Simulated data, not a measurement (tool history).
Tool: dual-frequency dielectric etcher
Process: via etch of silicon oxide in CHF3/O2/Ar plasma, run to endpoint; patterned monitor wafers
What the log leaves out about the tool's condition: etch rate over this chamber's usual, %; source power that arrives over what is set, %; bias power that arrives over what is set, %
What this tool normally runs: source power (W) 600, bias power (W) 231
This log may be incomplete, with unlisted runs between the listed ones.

run,day,source power (W),bias power (W),wafers since the last listed run,hours since the last wet clean,hours since the last source power generator calibration,hours since the last bias power generator calibration,hours since the last upper electrode change,"incoming incoming film thickness, nm",endpoint time (s)
1,0.000,600,218,0,401.3,2352.0,4289.0,3578.3,628.4,281.2
2,0.546,520,243,86,414.4,2365.1,4302.1,3591.4,633.9,286.0
3,1.212,600,248,105,430.4,2381.1,4318.1,3607.4,633.9,271.3
4,1.529,600,248,50,438.0,2388.7,4325.7,3615.0,627.9,267.2
5,1.875,600,231,54,446.3,2397.0,4334.0,3623.3,630.2,275.6
6,2.292,600,231,65,456.3,2407.0,4344.0,3633.3,629.8,276.3
7,3.017,600,231,114,473.7,2424.4,4361.4,3650.7,633.6,276.6
8,3.312,600,231,46,480.8,2431.5,4368.5,3657.8,636.8,277.4
9,4.012,600,231,110,497.6,2448.3,4385.3,3674.6,635.9,276.8
# day 5.342: upper electrode replaced
10,5.362,600,231,55,530.0,2480.7,4417.7,0.5,626.5,272.6
11,5.379,600,231,2,530.4,2481.1,4418.1,0.9,634.5,276.1
12,5.396,600,231,2,530.8,2481.5,4418.5,1.3,626.0,270.8
13,5.596,600,231,31,535.6,2486.3,4423.3,6.1,631.6,272.7
14,5.975,480,288,59,544.7,2495.4,4432.4,15.2,630.0,271.3
15,6.554,700,206,91,558.6,2509.3,4446.3,29.1,636.8,272.2
16,7.079,680,288,82,571.2,2521.9,4458.9,41.7,629.3,242.3
17,7.492,550,189,65,581.1,2531.8,4468.8,51.6,636.0,300.4
# day 7.838: bias power generator calibrated
# day 8.675: wet clean of the chamber
18,8.696,600,215,31,0.5,2560.7,20.6,80.5,638.7,295.5
19,8.712,600,231,2,0.9,2561.1,21.0,80.9,633.2,285.9
# day 9.283: source power generator calibrated
20,10.300,510,231,224,39.0,24.4,59.1,119.0,633.0,299.2
21,10.658,600,231,56,47.6,33.0,67.7,127.6,632.2,282.6
22,11.292,460,231,100,62.8,48.2,82.9,142.8,635.4,309.2
23,11.938,600,231,102,78.3,63.7,98.4,158.3,634.9,284.8
24,12.512,510,263,90,92.1,77.5,112.2,172.1,632.5,283.9
25,12.858,540,266,54,100.4,85.8,120.5,180.4,636.1,281.1
26,13.229,600,247,58,109.3,94.7,129.4,189.3,638.9,280.7

Here are 5 independent what-if runs from the current tool condition. What would each one return?
A,13.250,600,231,3,109.8,95.2,129.9,189.8,630.8,?
B,13.250,510,252,3,109.8,95.2,129.9,189.8,630.8,?
C,13.250,730,179,3,109.8,95.2,129.9,189.8,630.8,?
D,13.250,670,207,3,109.8,95.2,129.9,189.8,630.8,?
E,13.250,690,255,3,109.8,95.2,129.9,189.8,630.8,?

run,endpoint time (s)
A,283.0
B,289.3
C,287.9
D,283.0
E,261.9
With no hidden state in the tool, these same runs would have given:
run,endpoint time (s)
A,286.4
B,292.7
C,291.3
D,286.4
E,265.0
